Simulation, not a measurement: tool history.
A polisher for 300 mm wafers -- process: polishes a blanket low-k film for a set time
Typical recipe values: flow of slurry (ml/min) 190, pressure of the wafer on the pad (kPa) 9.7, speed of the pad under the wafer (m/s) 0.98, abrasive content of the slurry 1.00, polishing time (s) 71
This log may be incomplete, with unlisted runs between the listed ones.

run   hour  flow of slurry (ml/min)  pressure of the wafer on the pad (kPa)  speed of the pad under the wafer (m/s)  abrasive content of the slurry  polishing time (s)  incoming thickness of the incoming film, nm  film removed (angstrom)
  1    0.0                      190                                     9.7                                    0.98                            1.00                  80                                        633.4                      288
  2   11.2                      230                                     9.7                                    0.98                            1.00                  71                                        625.5                      261
  3   18.8                      230                                     9.7                                    0.98                            1.00                  71                                        632.6                      261
  4   32.1                      230                                     9.7                                    0.98                            1.00                  71                                        626.9                      257
  5   45.5                      190                                     9.7                                    0.98                            1.00                  71                                        638.8                      246
  6   60.7                      190                                     9.7                                    0.98                            1.00                  71                                        636.5                      238
      71.6  -- worn pad replaced by a new one
  7   72.1                      190                                     9.7                                    0.98                            1.00                  71                                        637.2                      219
  8   82.3                      190                                    11.0                                    0.98                            1.00                  71                                        622.8                      246
  9   99.1                      165                                     8.3                                    0.98                            1.00                  71                                        630.4                      184
     104.6  -- slurry blender recalibrated
 10  106.5                      165                                     8.3                                    0.98                            1.00                  71                                        630.4                      182
     123.0  -- worn pad replaced by a new one, repeated, since the last time left the tool worse
 11  123.5                      165                                     8.3                                    0.98                            1.00                  71                                        642.0                      215
 12  129.4                      190                                     9.7                                    0.72                            1.00                  53                                        627.8                      147
     139.1  -- conditioning disc replaced and pad reconditioned
 13  139.6                      190                                     9.7                                    0.72                            1.00                  53                                        637.2                      149
 14  150.9                      190                                     9.7                                    0.98                            1.00                  71                                        625.7                      254
 15  161.4                      190                                    11.7                                    0.98                            1.00                  71                                        627.7                      298
     185.2  -- head pressure recalibrated
 16  192.5                      190                                     9.7                                    0.98                            1.25                  83                                        621.5                      305
     198.2  -- worn pad replaced by a new one
     198.8  -- slurry nozzle cleaned
     231.3  -- slurry blender recalibrated
 17  239.5                      190                                     6.9                                    0.98                            1.15                  61                                        616.5                      167
 18  250.6                      190                                     9.7                                    0.98                            1.00                  80                                        625.9                      273
 19  267.3                      150                                     7.6                                    0.98                            1.00                  71                                        635.4                      182
     272.5  -- worn pad replaced by a new one
 20  280.2                      235                                     8.3                                    1.22                            1.00                  94                                        630.0                      360
 21  291.0                      130                                     9.7                                    0.82                            1.00                  71                                        617.3                      207
 22  306.1                      190                                     9.7                                    0.98                            1.00                  50                                        629.9                      180
 23  316.7                      190                                     9.7                                    0.98                            1.00                  71                                        627.9                      250
 24  331.1                      190                                    12.4                                    1.26                            0.90                  71                                        628.8                      359
     336.1  -- worn pad replaced by a new one
 25  343.6                      245                                    11.7                                    0.98                            0.90                  56                                        625.0                      242

4 ways to go on from here, each from the tool as it stands after run 25. What would each give?
  A  344.0                      190                                     9.7                                    0.68                            1.00                  71                                        621.2                        ?
  B  344.0                      190                                     9.7                                    1.22                            1.00                  71                                        621.2                        ?
  C  344.0                      190                                    12.4                                    0.98                            1.00                  58                                        621.2                        ?
  D  344.0                      215                                     9.7                                    0.98                            0.85                  71                                        621.2                        ?

run  film removed (angstrom)
  A                      187
  B                      298
  C                      257
  D                      235
The same runs, with their run-to-run variation unchanged, on a tool lacking any hidden condition would have given:
run  film removed (angstrom)
  A                      187
  B                      298
  C                      257
  D                      235
